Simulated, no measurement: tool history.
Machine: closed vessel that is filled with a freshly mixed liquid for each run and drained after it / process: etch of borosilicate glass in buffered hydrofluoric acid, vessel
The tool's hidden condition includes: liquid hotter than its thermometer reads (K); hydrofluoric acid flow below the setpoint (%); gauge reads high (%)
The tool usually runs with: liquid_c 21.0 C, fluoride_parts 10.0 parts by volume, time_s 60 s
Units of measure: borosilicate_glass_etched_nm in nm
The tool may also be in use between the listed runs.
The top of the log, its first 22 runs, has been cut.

| run | hour | liquid_c | fluoride_parts | time_s | wafers since the last listed run | hours since the thermometer was replaced | hours since the hydrofluoric acid flow meter was replaced | hours since the gauge calibration | read-back film thickness of the borosilicate glass reference wafer, read on the same gauge (nm) | borosilicate_glass_etched_nm |
|---|---|---|---|---|---|---|---|---|---|---|
| 23 | 1118.6 | 17.0 | 10.0 | 60 | 5681 | 166.9 | 423.3 | 133.0 | 49.97 | 50.48 |
| 24 | 1162.3 | 17.5 | 8.0 | 70 | 3790 | 210.6 | 467.0 | 176.7 | 50.01 | 73.77 |
| 25 | 1195.5 | 22.5 | 6.5 | 90 | 2880 | 243.8 | 500.2 | 209.9 | 50.01 | 154.25 |
| 26 | 1386.3 | 21.0 | 10.0 | 30 | 16551 | 434.6 | 691.0 | 400.7 | 49.97 | 31.29 |
| 27 | 1457.6 | 21.0 | 10.0 | 95 | 6185 | 505.9 | 762.3 | 472.0 | 49.97 | 100.09 |
| 28 | 1496.7 | 25.0 | 7.0 | 85 | 3391 | 545.0 | 801.4 | 511.1 | 49.97 | 156.60 |
| 29 | 1549.8 | 21.0 | 10.0 | 60 | 4606 | 598.1 | 854.5 | 564.2 | 50.01 | 63.33 |
| 30 | 1584.6 | 21.0 | 10.0 | 35 | 3018 | 632.9 | 889.3 | 599.0 | 50.02 | 36.86 |
| 31 | 1634.8 | 21.0 | 13.0 | 60 | 4354 | 683.1 | 939.5 | 649.2 | 49.98 | 49.13 |

Branching from run 31: 5 alternative next runs. What would each branch give?
| A | 1635.5 | 21.0 | 10.0 | 60 | 60 | 683.8 | 940.2 | 649.9 | ? | ? |
| B | 1635.5 | 17.0 | 14.0 | 60 | 60 | 683.8 | 940.2 | 649.9 | ? | ? |
| C | 1635.5 | 21.0 | 6.5 | 60 | 60 | 683.8 | 940.2 | 649.9 | ? | ? |
| D | 1635.5 | 21.0 | 8.0 | 60 | 60 | 683.8 | 940.2 | 649.9 | ? | ? |
| E | 1635.5 | 23.5 | 10.0 | 60 | 60 | 683.8 | 940.2 | 649.9 | ? | ? |

| run | read-back film thickness of the borosilicate glass reference wafer, read on the same gauge (nm) | borosilicate_glass_etched_nm |
|---|---|---|
| A | 50.01 | 63.24 |
| B | 50.01 | 36.39 |
| C | 50.01 | 95.50 |
| D | 50.01 | 77.09 |
| E | 50.01 | 72.34 |
What these runs would have given with no unlogged condition in the tool:
| run | borosilicate_glass_etched_nm |
|---|---|
| A | 60.65 |
| B | 34.86 |
| C | 91.62 |
| D | 73.95 |
| E | 69.42 |

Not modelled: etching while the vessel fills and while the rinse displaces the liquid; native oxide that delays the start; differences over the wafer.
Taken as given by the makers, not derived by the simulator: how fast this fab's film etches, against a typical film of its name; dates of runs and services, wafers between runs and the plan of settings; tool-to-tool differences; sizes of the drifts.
